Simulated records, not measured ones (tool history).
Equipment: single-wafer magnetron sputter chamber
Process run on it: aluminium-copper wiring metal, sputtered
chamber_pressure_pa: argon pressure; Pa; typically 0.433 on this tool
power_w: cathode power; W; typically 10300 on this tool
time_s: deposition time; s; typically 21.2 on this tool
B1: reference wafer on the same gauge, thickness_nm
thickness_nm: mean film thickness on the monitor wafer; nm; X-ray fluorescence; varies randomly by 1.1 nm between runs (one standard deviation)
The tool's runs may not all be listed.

{"run": 1, "day": 0.0, "chamber_pressure_pa": 0.433, "power_w": 11400, "time_s": 21.2, "B1": 473.291, "thickness_nm": 426.771}
{"run": 2, "day": 1.292, "chamber_pressure_pa": 0.433, "power_w": 9000, "time_s": 21.2, "B1": 473.188, "thickness_nm": 334.173}
{"run": 3, "day": 2.158, "chamber_pressure_pa": 0.433, "power_w": 9000, "time_s": 21.2, "B1": 472.715, "thickness_nm": 333.135}
{"run": 4, "day": 2.975, "chamber_pressure_pa": 0.433, "power_w": 9000, "time_s": 21.2, "B1": 472.922, "thickness_nm": 331.777}
{"day": 3.729, "done": "sputter target and shields replaced"}
{"run": 5, "day": 4.054, "chamber_pressure_pa": 0.433, "power_w": 10300, "time_s": 21.2, "B1": 472.777, "thickness_nm": 389.486}
{"run": 6, "day": 5.267, "chamber_pressure_pa": 0.433, "power_w": 10300, "time_s": 21.2, "B1": 472.844, "thickness_nm": 385.842}
{"run": 7, "day": 6.179, "chamber_pressure_pa": 0.433, "power_w": 10300, "time_s": 21.2, "B1": 473.333, "thickness_nm": 384.083}
{"run": 8, "day": 6.958, "chamber_pressure_pa": 0.433, "power_w": 11600, "time_s": 21.2, "B1": 473.056, "thickness_nm": 432.936}
{"run": 9, "day": 8.412, "chamber_pressure_pa": 0.433, "power_w": 8250, "time_s": 21.2, "B1": 472.688, "thickness_nm": 303.325}
{"day": 9.075, "done": "sputter target and shields replaced"}
{"run": 10, "day": 9.096, "chamber_pressure_pa": 0.433, "power_w": 8250, "time_s": 21.2, "B1": 473.302, "thickness_nm": 313.661}
{"run": 11, "day": 10.296, "chamber_pressure_pa": 0.373, "power_w": 10300, "time_s": 21.2, "B1": 472.81, "thickness_nm": 398.062}
{"run": 12, "day": 11.192, "chamber_pressure_pa": 0.373, "power_w": 10300, "time_s": 21.2, "B1": 472.853, "thickness_nm": 396.549}
{"run": 13, "day": 11.812, "chamber_pressure_pa": 0.522, "power_w": 8300, "time_s": 25.2, "B1": 472.774, "thickness_nm": 351.551}

What does the tool deliver on the next run?
{"day": 12.692, "done": "gauge calibrated"}
{"run": 14, "day": 12.75, "chamber_pressure_pa": 0.433, "power_w": 9600, "time_s": 21.2, "B1": "?", "thickness_nm": "?"}

B1: 472.991
thickness_nm: 355.510 nm
Take away the tool's hidden state, keep the run-to-run variation as it was, and the same run would have given thickness_nm 371.311 nm.

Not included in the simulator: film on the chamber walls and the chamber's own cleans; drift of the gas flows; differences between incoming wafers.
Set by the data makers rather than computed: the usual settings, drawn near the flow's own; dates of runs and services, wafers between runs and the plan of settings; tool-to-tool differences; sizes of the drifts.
